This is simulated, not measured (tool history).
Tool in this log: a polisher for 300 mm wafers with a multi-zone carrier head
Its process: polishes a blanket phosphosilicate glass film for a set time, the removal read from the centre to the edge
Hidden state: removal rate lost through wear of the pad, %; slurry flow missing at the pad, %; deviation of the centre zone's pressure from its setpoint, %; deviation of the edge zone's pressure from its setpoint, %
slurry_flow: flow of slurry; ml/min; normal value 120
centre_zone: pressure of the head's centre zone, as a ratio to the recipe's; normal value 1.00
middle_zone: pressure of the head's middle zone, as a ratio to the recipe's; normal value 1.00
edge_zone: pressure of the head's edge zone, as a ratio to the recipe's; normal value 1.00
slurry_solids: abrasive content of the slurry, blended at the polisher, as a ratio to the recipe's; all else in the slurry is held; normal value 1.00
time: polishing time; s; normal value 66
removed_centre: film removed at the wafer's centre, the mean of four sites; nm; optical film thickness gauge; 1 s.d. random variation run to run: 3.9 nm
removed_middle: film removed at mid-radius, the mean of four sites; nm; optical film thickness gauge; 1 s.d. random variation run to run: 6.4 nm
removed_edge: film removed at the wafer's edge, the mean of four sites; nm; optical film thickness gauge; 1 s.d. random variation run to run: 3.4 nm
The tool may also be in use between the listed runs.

run	hour	slurry_flow	centre_zone	middle_zone	edge_zone	slurry_solids	time	wafers since the last listed run	wafers polished on this pad	hours since the slurry nozzle was cleaned	hours since the centre zone pressure was calibrated	hours since the edge zone pressure was calibrated	hours since the carrier head's membrane was replaced	incoming thickness of the incoming film, nm	removed_centre	removed_middle	removed_edge
1	0.0	120	1.00	1.00	1.00	1.00	66	0	1981	188.9	506.4	654.1	795.9	3731.8	441.1	448.3	414.9
2	62.0	120	1.00	1.00	1.00	1.00	66	642	2623	250.9	568.4	716.1	857.9	3693.7	424.9	420.3	398.5
3	104.3	120	1.00	1.00	1.00	1.00	66	438	3062	293.2	610.7	758.4	900.2	3721.3	406.5	429.6	396.2
# hour 117.9: centre zone pressure recalibrated
# hour 146.2: worn pad replaced by a new one
4	204.9	120	1.00	1.00	1.00	1.00	66	979	608	393.8	87.0	859.0	1000.8	3712.8	416.5	423.7	407.4
# hour 244.6: slurry nozzle cleaned
# hour 345.5: carrier head's membrane replaced by a new one
# hour 425.5: edge zone pressure recalibrated
# hour 492.8: worn pad replaced by a new one
5	516.9	120	1.00	1.00	1.07	1.00	66	3106	249	272.3	399.0	91.4	171.4	3756.9	435.2	448.4	430.3
6	610.1	120	1.00	1.00	1.00	1.00	66	965	1214	365.5	492.2	184.6	264.6	3764.8	418.3	430.7	411.7
7	668.8	120	1.00	1.00	1.00	1.00	66	607	1822	424.2	550.9	243.3	323.3	3732.5	395.8	412.6	394.2
# hour 674.2: slurry nozzle cleaned
8	771.1	120	1.00	1.00	1.00	1.00	66	1048	2871	96.9	653.2	345.6	425.6	3677.9	417.2	430.1	398.5
# hour 776.0: centre zone pressure recalibrated
9	815.3	120	1.00	1.05	1.00	1.00	82	436	3308	141.1	39.3	389.8	469.8	3737.7	503.2	547.2	481.4
# hour 874.3: worn pad replaced by a new one
10	915.5	120	1.00	1.00	1.00	1.00	66	996	426	241.3	139.5	490.0	570.0	3751.9	436.6	444.3	414.3
11	985.8	120	0.92	0.97	1.00	0.70	45	727	1154	311.6	209.8	560.3	640.3	3716.8	200.9	226.4	214.0
12	1037.2	150	1.00	1.00	1.12	1.00	66	532	1686	363.0	261.2	611.7	691.7	3720.2	437.9	450.1	427.2
# hour 1112.3: slurry nozzle cleaned
13	1129.4	120	1.08	1.00	1.00	1.00	66	944	2631	17.1	353.4	703.9	783.9	3753.5	454.0	433.9	406.1
14	1207.5	155	0.95	1.00	1.00	0.75	83	808	3439	95.2	431.5	782.0	862.0	3711.8	416.7	458.3	411.7
# hour 1257.5: edge zone pressure recalibrated
# hour 1269.5: worn pad replaced by a new one
15	1278.2	160	1.05	1.00	1.00	1.00	83	669	90	165.9	502.2	20.7	932.7	3810.1	628.4	605.2	558.8
16	1341.5	120	1.00	1.00	1.00	1.00	66	655	745	229.2	565.5	84.0	996.0	3697.5	439.2	441.2	421.7
# hour 1362.9: carrier head's membrane replaced by a new one
17	1386.8	120	1.00	1.11	1.00	1.25	66	417	1163	274.5	610.8	129.3	23.9	3755.9	487.5	532.4	466.0
# hour 1408.5: centre zone pressure recalibrated
18	1442.1	135	0.96	0.97	1.00	0.80	66	551	1715	329.8	33.6	184.6	79.2	3778.9	352.0	363.5	352.9
# hour 1459.7: slurry nozzle cleaned
19	1538.9	120	1.00	1.00	1.00	0.70	66	992	2707	79.2	130.4	281.4	176.0	3718.9	323.0	326.0	303.7
20	1640.9	120	1.00	1.00	1.00	1.00	66	1056	3763	181.2	232.4	383.4	278.0	3676.5	392.5	402.4	378.5

Predict each of these 5 candidate next runs independently; none follows another, all start after run 20:
A	1641.3	120	1.00	1.00	1.00	1.00	46	4	3767	181.6	232.8	383.8	278.4	3782.1	?	?	?
B	1641.3	135	1.00	1.00	1.00	1.00	66	4	3767	181.6	232.8	383.8	278.4	3782.1	?	?	?
C	1641.3	90	1.00	1.00	1.00	1.10	66	4	3767	181.6	232.8	383.8	278.4	3782.1	?	?	?
D	1641.3	130	1.00	1.00	1.00	1.00	66	4	3767	181.6	232.8	383.8	278.4	3782.1	?	?	?
E	1641.3	120	0.96	0.97	1.07	1.00	66	4	3767	181.6	232.8	383.8	278.4	3782.1	?	?	?

run	removed_centre	removed_middle	removed_edge
A	278.9	283.0	262.5
B	412.7	417.2	383.8
C	385.9	396.6	377.5
D	408.8	413.7	381.5
E	383.9	397.9	384.6
Take away the tool's hidden state, keep each run's random variation, and the runs would have read:
run	removed_centre	removed_middle	removed_edge
A	321.4	325.5	300.6
B	474.8	479.2	439.1
C	447.1	458.1	433.3
D	470.6	475.4	436.6
E	442.5	457.6	440.4

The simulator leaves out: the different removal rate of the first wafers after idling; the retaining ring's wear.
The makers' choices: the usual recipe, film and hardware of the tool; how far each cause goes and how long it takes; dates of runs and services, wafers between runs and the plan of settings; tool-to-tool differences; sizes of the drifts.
